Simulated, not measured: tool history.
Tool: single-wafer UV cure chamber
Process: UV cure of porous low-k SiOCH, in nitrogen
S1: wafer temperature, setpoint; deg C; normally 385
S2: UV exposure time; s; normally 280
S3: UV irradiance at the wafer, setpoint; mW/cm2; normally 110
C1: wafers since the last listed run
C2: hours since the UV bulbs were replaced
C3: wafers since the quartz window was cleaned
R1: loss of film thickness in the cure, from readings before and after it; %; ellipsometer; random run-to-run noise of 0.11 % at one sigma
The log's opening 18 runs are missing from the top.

run	hour	S1	S2	S3	C1	C2	C3	R1
19	252.5	385	280	110	150	12.3	3463	12.206
20	263.6	385	280	96	141	23.4	3604	11.605
# hour 277.7: quartz window cleaned
21	278.2	393	140	91	83	38	5	9.457
22	285.5	394	170	139	92	45.3	98	12.196
23	319.7	394	170	139	435	79.5	533	12.058
24	356.4	385	280	110	466	116.2	1000	13.019
25	367.3	369	335	149	138	127.1	1139	14.716
26	380	385	280	110	161	139.8	1301	12.668
27	390.9	366	125	110	138	150.7	1439	8.967
28	401.5	385	320	137	134	161.3	1574	14.22
29	419.1	385	280	110	223	178.9	1798	12.56
30	443.2	395	165	133	306	203	2105	11.144

What if the next run were any one of these 4? Each begins from the tool's condition after run 30:
A	443.6	385	280	110	5	203.4	2110	?
B	443.6	405	380	110	5	203.4	2110	?
C	443.6	385	370	127	5	203.4	2110	?
D	443.6	398	225	98	5	203.4	2110	?

run	R1
A	12.436
B	14.211
C	14.395
D	11.165
With the hidden condition removed and each run's random variation left untouched, the same runs would have given:
run	R1
A	13.411
B	15.209
C	15.393
D	12.113
